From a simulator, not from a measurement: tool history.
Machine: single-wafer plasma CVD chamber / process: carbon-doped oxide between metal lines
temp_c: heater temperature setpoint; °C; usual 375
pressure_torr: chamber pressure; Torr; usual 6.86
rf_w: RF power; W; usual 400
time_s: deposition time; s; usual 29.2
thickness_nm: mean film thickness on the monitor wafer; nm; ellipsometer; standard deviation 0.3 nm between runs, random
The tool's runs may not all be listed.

run,hour,temp_c,pressure_torr,rf_w,time_s,"read-back reference wafer on the same gauge, thickness_nm",thickness_nm
1,0,375,6.86,400,29.2,129.057,115.582
2,21.5,375,6.86,400,29.2,129.09,115.735
3,52.2,375,6.86,435,29.2,128.89,120.684
4,78.3,375,6.86,400,29.2,128.952,116.284
# hour 110.4: thermocouple changed; heater temperature recalibrated
5,110.9,369,6.86,440,24.3,129.02,102.509
# hour 137: capacitance manometer re-zeroed and calibrated
6,137.5,363,6.86,400,29.2,129.096,118.876
7,166,375,6.86,400,29.2,129.034,115.992
8,200.9,366,6.86,360,31.4,129.116,120.66
9,217.3,380,6.13,455,27.4,129.031,113.502
10,249.4,375,8.45,400,29.2,129.087,118.221
11,268.1,375,6.86,400,29.2,128.859,116.145
12,297.5,375,8.26,480,30.7,128.954,136.112
13,321.7,375,6.86,400,29.2,128.939,116.379
14,338.2,375,7.93,400,33.1,129.055,132.379
# hour 362.9: RF generator calibrated
15,363.4,375,6.86,400,29.2,129.034,118.391
16,386.4,390,5.44,440,29.2,129.003,115.809
17,407.1,375,5.37,400,29.2,129.069,113.117
18,426.5,375,6.86,400,29.2,128.897,118.564
19,438.9,375,7.46,400,29.2,129.084,119.305
# hour 444.5: gauge calibrated
20,470.6,388,5.38,435,34.8,129.063,136.501
21,482.7,375,6.86,400,29.2,129.037,118.309
22,517.5,388,5.38,435,34.8,129.048,136.394
23,533.2,375,6.86,400,29.2,128.887,118.157
24,551.5,390,7.46,400,23.8,129.111,94.457
25,620.8,375,8.11,325,31.3,128.899,115.295
26,650.7,364,6.86,400,29.2,128.888,120.656
27,683.7,379,6.86,465,29.2,128.907,125.432

The same runs without the tool's hidden state, with the same run-to-run variation:
What the log doesn't record here: wafer temperature above the value expected at the setpoint (K); delivered RF power above the setpoint (%); true pressure above the setpoint (%); gauge reads high (%).
run,thickness_nm
1,118.858
2,119.026
3,124.129
4,119.614
5,105.456
6,122.303
7,119.346
8,124.301
9,116.801
10,121.667
11,119.536
12,140.095
13,119.791
14,136.265
15,118.701
16,116.233
17,113.633
18,119.201
19,120.007
20,137.476
21,119.209
22,137.605
23,119.271
24,95.407
25,116.764
26,122.24
27,127.192
